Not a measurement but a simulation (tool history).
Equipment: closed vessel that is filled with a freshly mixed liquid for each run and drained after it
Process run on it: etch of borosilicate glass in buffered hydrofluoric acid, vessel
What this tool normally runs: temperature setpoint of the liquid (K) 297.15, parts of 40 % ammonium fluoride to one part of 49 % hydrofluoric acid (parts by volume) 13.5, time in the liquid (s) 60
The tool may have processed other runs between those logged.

run	day	temperature setpoint of the liquid (K)	parts of 40 % ammonium fluoride to one part of 49 % hydrofluoric acid (parts by volume)	time in the liquid (s)	wafers since the last listed run	hours since the thermometer was replaced	hours since the hydrofluoric acid flow meter was replaced	hours since the gauge calibration	read-back film thickness of the borosilicate glass reference wafer, read on the same gauge (nm)	thickness taken off the borosilicate glass on a monitor wafer (nm)
1	0	297.15	11.5	60	0	2064.1	777.7	529	142.27	69.51
2	3.662	297.15	11.5	60	12960	2152	865.6	616.9	142.69	68.83
3	5.6	297.15	11.5	60	6856	2198.5	912.1	663.4	142.97	69.97
4	7.288	297.15	17.5	60	5971	2239	952.6	703.9	143.24	45.81
5	9.5	299.65	13.5	60	7829	2292.1	1005.7	757	143.66	67.59
6	11.838	297.15	13.5	85	8271	2348.2	1061.8	813.1	144.02	84.6
7	14.842	297.15	13.5	85	10631	2420.3	1133.9	885.2	144.54	82.89
8	17.471	297.15	13.5	60	9303	2483.4	1197	948.3	145.09	60.43
9	19.288	297.15	13.5	60	6428	2527	1240.6	991.9	145.52	58.88
10	22.012	297.15	13.5	60	9643	2592.4	1306	1057.3	146.15	60
11	25.696	297.15	12	60	13034	2680.8	1394.4	1145.7	147.01	68.2
12	29.921	297.15	12	60	14951	2782.2	1495.8	1247.1	148.12	69.52
# day 33.879: gauge calibrated
13	34.283	297.15	12	60	15437	2886.9	1600.5	9.7	140.62	66.68
# day 34.483: thermometer replaced
14	38.408	297.15	13.5	60	14449	94.2	1699.5	108.7	140.67	58.2
15	41.271	297.15	13.5	60	10129	162.9	1768.2	177.4	140.72	57.45
# day 42.454: hydrofluoric acid flow meter replaced
16	43.921	297.15	13.5	60	9230	226.5	35.2	241	140.89	59.71
17	45.842	302.15	18	95	6797	272.6	81.3	287.1	141.02	91.31
18	49.408	293.15	9	75	12621	358.2	166.9	372.7	141.28	84.71
19	52.304	294.65	13.5	50	10247	427.7	236.4	442.2	141.51	42.4
20	55.771	297.15	16	60	12267	510.9	319.6	525.4	141.87	49.23
21	57.558	295.65	13.5	60	6325	553.8	362.5	568.3	142.14	53.9
22	59.879	293.65	10	70	8212	609.5	418.2	624	142.43	76.86
23	63.354	295.65	16	40	12297	692.9	501.6	707.4	142.93	31.17
24	66.317	297.15	13.5	35	10483	764	572.7	778.5	143.43	34.7
25	69.15	297.15	13.5	80	10026	832	640.7	846.5	143.96	79.39
26	71.208	297.15	13.5	60	7283	881.4	690.1	895.9	144.31	59.41
27	73.133	297.15	18	40	6812	927.6	736.3	942.1	144.71	30.52
28	76.358	295.65	11.5	80	11412	1005	813.7	1019.5	145.44	85.88

3 ways to go on from here, each from the tool as it stands after run 28. What would each give?
A	76.388	297.15	13.5	90	103	1005.7	814.4	1020.2	?	?
B	76.388	302.15	9.5	60	103	1005.7	814.4	1020.2	?	?
C	76.388	297.15	18.5	35	103	1005.7	814.4	1020.2	?	?

run	read-back film thickness of the borosilicate glass reference wafer, read on the same gauge (nm)	thickness taken off the borosilicate glass on a monitor wafer (nm)
A	145.42	89.77
B	145.42	108.24
C	145.42	25.55
Stripped of hidden state, with their random variation kept, the same runs would have yielded:
run	thickness taken off the borosilicate glass on a monitor wafer (nm)
A	86.42
B	104.2
C	24.6
